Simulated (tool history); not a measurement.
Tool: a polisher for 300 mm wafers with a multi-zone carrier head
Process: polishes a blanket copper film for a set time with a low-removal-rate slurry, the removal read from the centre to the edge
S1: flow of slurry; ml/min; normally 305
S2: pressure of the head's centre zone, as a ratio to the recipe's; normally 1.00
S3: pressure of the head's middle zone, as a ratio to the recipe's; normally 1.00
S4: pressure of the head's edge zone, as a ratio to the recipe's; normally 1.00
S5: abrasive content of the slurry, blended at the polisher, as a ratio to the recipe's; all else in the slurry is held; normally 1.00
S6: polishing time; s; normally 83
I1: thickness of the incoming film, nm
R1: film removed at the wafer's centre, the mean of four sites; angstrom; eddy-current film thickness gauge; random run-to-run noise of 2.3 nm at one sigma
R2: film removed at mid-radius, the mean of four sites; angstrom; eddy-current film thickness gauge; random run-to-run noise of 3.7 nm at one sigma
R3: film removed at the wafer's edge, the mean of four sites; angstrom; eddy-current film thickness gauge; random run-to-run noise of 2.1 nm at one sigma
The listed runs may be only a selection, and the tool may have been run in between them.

run    hour   S1    S2    S3    S4    S5  S6      I1    R1    R2    R3
  1     0.0  335  1.00  1.00  1.00  1.20  83  1153.1  2866  2844  2873
       30.9  -- worn pad replaced by a new one
  2    73.2  305  1.00  1.00  1.00  1.00  83  1139.3  2807  2715  2755
  3   176.2  230  1.00  1.00  1.00  1.00  83  1136.1  2689  2672  2705
  4   281.8  305  1.00  1.08  1.08  1.00  67  1156.0  2267  2421  2296
  5   361.8  245  1.05  0.93  1.00  0.90  83  1151.8  2845  2433  2646
  6   412.3  305  1.06  1.00  1.00  1.00  83  1144.4  2956  2763  2726
      481.5  -- carrier head's membrane replaced by a new one
  7   518.2  305  1.07  1.00  0.95  1.00  83  1157.4  3026  2700  2703
  8   597.7  305  1.11  1.00  1.00  1.00  83  1145.3  3143  2825  2768
      603.0  -- slurry nozzle cleaned
      638.0  -- worn pad replaced by a new one
  9   667.3  380  1.00  1.00  1.09  1.00  61  1129.5  2118  2020  2142
 10   730.4  270  0.96  1.00  1.05  1.00  92  1162.7  3020  3051  3133
      764.2  -- edge zone pressure recalibrated
 11   785.5  305  1.00  1.00  1.00  1.00  83  1161.8  2836  2696  2762
      833.9  -- centre zone pressure recalibrated
 12   840.8  255  0.96  0.88  1.00  1.25  83  1129.3  2687  2459  2892
 13   877.8  305  1.00  1.00  0.89  1.00  83  1156.8  2712  2744  2568
 14   952.2  235  0.89  1.00  1.00  1.00  83  1146.1  2412  2659  2680
 15   990.7  305  1.00  1.00  1.00  1.00  83  1138.4  2770  2729  2692
 16  1079.1  245  0.92  1.00  1.09  1.00  83  1159.2  2459  2633  2829
 17  1165.0  360  1.00  1.00  1.00  1.00  83  1160.0  2810  2763  2744
 18  1249.4  375  0.97  1.03  1.00  1.10  83  1143.8  2779  2953  2880
     1262.7  -- carrier head's membrane replaced by a new one
     1301.6  -- slurry nozzle cleaned
     1312.0  -- worn pad replaced by a new one
 19  1325.8  305  1.00  1.00  1.00  1.00  83  1155.5  2785  2723  2729
 20  1390.7  305  1.11  1.00  1.00  1.00  71  1166.1  2671  2369  2345

5 options for the next run, each taken on its own from the tool as it stands now. Forecast them:
  A  1391.1  270  1.00  1.00  1.00  1.00  83  1148.0   ?   ?   ?
  B  1391.1  210  1.00  1.00  1.00  1.00  83  1148.0   ?   ?   ?
  C  1391.1  355  1.05  1.00  1.00  1.00  76  1148.0   ?   ?   ?
  D  1391.1  220  1.00  1.00  1.00  1.00  83  1148.0   ?   ?   ?
  E  1391.1  305  1.11  1.00  1.00  1.00  96  1148.0   ?   ?   ?

run    R1    R2    R3
  A  2720  2748  2749
  B  2650  2684  2701
  C  2674  2571  2559
  D  2664  2697  2710
  E  3519  3209  3204
With no hidden state in the tool, these same runs would have given:
run    R1    R2    R3
  A  2686  2748  2749
  B  2617  2684  2701
  C  2640  2571  2559
  D  2630  2697  2710
  E  3475  3210  3204
